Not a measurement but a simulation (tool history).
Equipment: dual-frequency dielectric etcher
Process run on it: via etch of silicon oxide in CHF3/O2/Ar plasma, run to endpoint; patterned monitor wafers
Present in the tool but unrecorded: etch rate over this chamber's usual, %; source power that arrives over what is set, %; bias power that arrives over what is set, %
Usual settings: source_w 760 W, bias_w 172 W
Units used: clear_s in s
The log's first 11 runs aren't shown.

run,hour,source_w,bias_w,wafers since the last listed run,hours since the last wet clean,hours since the last source power generator calibration,hours since the last bias power generator calibration,hours since the last upper electrode change,"incoming incoming film thickness, nm",clear_s
12,894.1,830,162,469,342.6,2809.7,211.2,5010.3,666,327
13,976.2,840,172,504,424.7,2891.8,293.3,5092.4,661.4,318.6
# hour 1029.8: upper electrode replaced
14,1045,760,172,275,493.5,2960.6,362.1,15.2,663.7,336.2
# hour 1071.6: wet clean of the chamber
15,1115.4,760,172,285,43.8,3031,432.5,85.6,660,328.3
16,1181,590,199,403,109.4,3096.6,498.1,151.2,657.4,347
17,1243.2,620,172,382,171.6,3158.8,560.3,213.4,661.8,358.2
# hour 1286.5: source power generator calibrated
18,1291,630,187,269,219.4,4.5,608.1,261.2,655,346.1
19,1360.5,910,172,427,288.9,74,677.6,330.7,658,305.1
20,1440.3,760,172,490,368.7,153.8,757.4,410.5,656.4,330.3
21,1511.3,680,172,436,439.7,224.8,828.4,481.5,661.5,353
22,1577.2,760,172,405,505.6,290.7,894.3,547.4,667,339.1
23,1683,680,199,650,611.4,396.5,1000.1,653.2,661.9,337.2
# hour 1761: wet clean of the chamber
24,1778.2,930,148,437,17.2,491.7,1095.3,748.4,657.2,311.9
25,1818.1,760,172,245,57.1,531.6,1135.2,788.3,667,330.9

Run 26 is up next; what results do you expect?
26,1870.3,760,172,320,109.3,583.8,1187.4,840.5,660,?

{"run 26": {"clear_s": 330.1}}
Had the tool carried no hidden state, the very same run would have given clear_s 326.7 s.
